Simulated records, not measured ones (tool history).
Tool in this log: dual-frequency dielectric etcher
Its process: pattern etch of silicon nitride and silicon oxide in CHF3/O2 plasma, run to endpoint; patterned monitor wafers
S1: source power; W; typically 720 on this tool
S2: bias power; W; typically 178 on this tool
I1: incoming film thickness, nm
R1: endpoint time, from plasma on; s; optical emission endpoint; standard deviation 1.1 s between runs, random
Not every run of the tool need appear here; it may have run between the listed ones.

{"run": 1, "hour": 0.0, "S1": 720, "S2": 161, "I1": 322.2, "R1": 205}
{"hour": 33.4, "done": "wet clean of the chamber"}
{"run": 2, "hour": 53.2, "S1": 720, "S2": 178, "I1": 325.3, "R1": 203}
{"run": 3, "hour": 102.8, "S1": 720, "S2": 178, "I1": 321, "R1": 200.5}
{"run": 4, "hour": 178.2, "S1": 720, "S2": 178, "I1": 324.2, "R1": 201.4}
{"run": 5, "hour": 274.7, "S1": 720, "S2": 178, "I1": 324.5, "R1": 202.3}
{"run": 6, "hour": 369.5, "S1": 760, "S2": 178, "I1": 322.9, "R1": 198.2}
{"run": 7, "hour": 414.7, "S1": 760, "S2": 178, "I1": 326.6, "R1": 197.8}
{"run": 8, "hour": 507.6, "S1": 760, "S2": 178, "I1": 326.6, "R1": 198.9}
{"run": 9, "hour": 562.6, "S1": 720, "S2": 178, "I1": 323.8, "R1": 203.4}
{"hour": 604.9, "done": "wet clean of the chamber"}
{"run": 10, "hour": 605.4, "S1": 720, "S2": 178, "I1": 323.5, "R1": 203.5}
{"run": 11, "hour": 704.2, "S1": 720, "S2": 156, "I1": 322.3, "R1": 207.2}
{"hour": 787.3, "done": "upper electrode replaced"}
{"run": 12, "hour": 787.8, "S1": 820, "S2": 178, "I1": 326.7, "R1": 195.1}
{"run": 13, "hour": 854.3, "S1": 820, "S2": 178, "I1": 324.2, "R1": 190.2}
{"run": 14, "hour": 952.5, "S1": 860, "S2": 169, "I1": 324.2, "R1": 191.2}
{"run": 15, "hour": 1030.4, "S1": 860, "S2": 169, "I1": 319.8, "R1": 186.9}
{"run": 16, "hour": 1104.6, "S1": 630, "S2": 178, "I1": 324.5, "R1": 217.8}
{"run": 17, "hour": 1182.1, "S1": 720, "S2": 178, "I1": 323, "R1": 205.3}
{"hour": 1217.6, "done": "source power generator calibrated"}
{"hour": 1314.6, "done": "wet clean of the chamber"}
{"run": 18, "hour": 1488.0, "S1": 720, "S2": 178, "I1": 321, "R1": 197.2}
{"run": 19, "hour": 1565.5, "S1": 570, "S2": 148, "I1": 326.1, "R1": 234.6}
{"hour": 1719.3, "done": "bias power generator calibrated"}
{"run": 20, "hour": 1719.8, "S1": 860, "S2": 178, "I1": 320.8, "R1": 181.7}
{"run": 21, "hour": 1799.1, "S1": 770, "S2": 145, "I1": 325, "R1": 201.4}
{"run": 22, "hour": 1852.1, "S1": 830, "S2": 206, "I1": 325.3, "R1": 182.2}
{"hour": 1877.0, "done": "wet clean of the chamber"}
{"run": 23, "hour": 1922.2, "S1": 720, "S2": 197, "I1": 324.4, "R1": 198.1}
{"run": 24, "hour": 2009.5, "S1": 640, "S2": 178, "I1": 327.9, "R1": 216.7}
{"run": 25, "hour": 2047.2, "S1": 720, "S2": 178, "I1": 321.7, "R1": 198.7}
{"run": 26, "hour": 2122.3, "S1": 720, "S2": 161, "I1": 319.1, "R1": 200}
{"run": 27, "hour": 2206.4, "S1": 660, "S2": 210, "I1": 326.9, "R1": 206.2}
{"run": 28, "hour": 2313.4, "S1": 600, "S2": 212, "I1": 324.1, "R1": 211.1}
{"run": 29, "hour": 2371.0, "S1": 720, "S2": 178, "I1": 324.6, "R1": 200}
{"run": 30, "hour": 2442.1, "S1": 720, "S2": 178, "I1": 321.6, "R1": 199.6}
{"run": 31, "hour": 2532.3, "S1": 870, "S2": 205, "I1": 324.3, "R1": 177.8}
{"hour": 2591.3, "done": "wet clean of the chamber"}
{"run": 32, "hour": 2591.8, "S1": 590, "S2": 203, "I1": 326.4, "R1": 217.1}
{"run": 33, "hour": 2826.2, "S1": 720, "S2": 178, "I1": 324.8, "R1": 198.9}
{"run": 34, "hour": 2877.8, "S1": 670, "S2": 203, "I1": 326.5, "R1": 204.5}
{"run": 35, "hour": 2963.5, "S1": 580, "S2": 178, "I1": 323.3, "R1": 223.4}

Below are 4 alternative next runs, each starting from the tool's condition after run 35. Predict each:
{"run": "A", "hour": 2964.0, "S1": 720, "S2": 178, "I1": 322.2, "R1": "?"}
{"run": "B", "hour": 2964.0, "S1": 720, "S2": 220, "I1": 322.2, "R1": "?"}
{"run": "C", "hour": 2964.0, "S1": 720, "S2": 166, "I1": 322.2, "R1": "?"}
{"run": "D", "hour": 2964.0, "S1": 780, "S2": 195, "I1": 322.2, "R1": "?"}

run=A R1=200.7
run=B R1=192.6
run=C R1=203.2
run=D R1=189.8
With the hidden condition removed and each run's random variation left untouched, the same runs would have given:
run=A R1=199.4
run=B R1=191.3
run=C R1=201.9
run=D R1=188.5
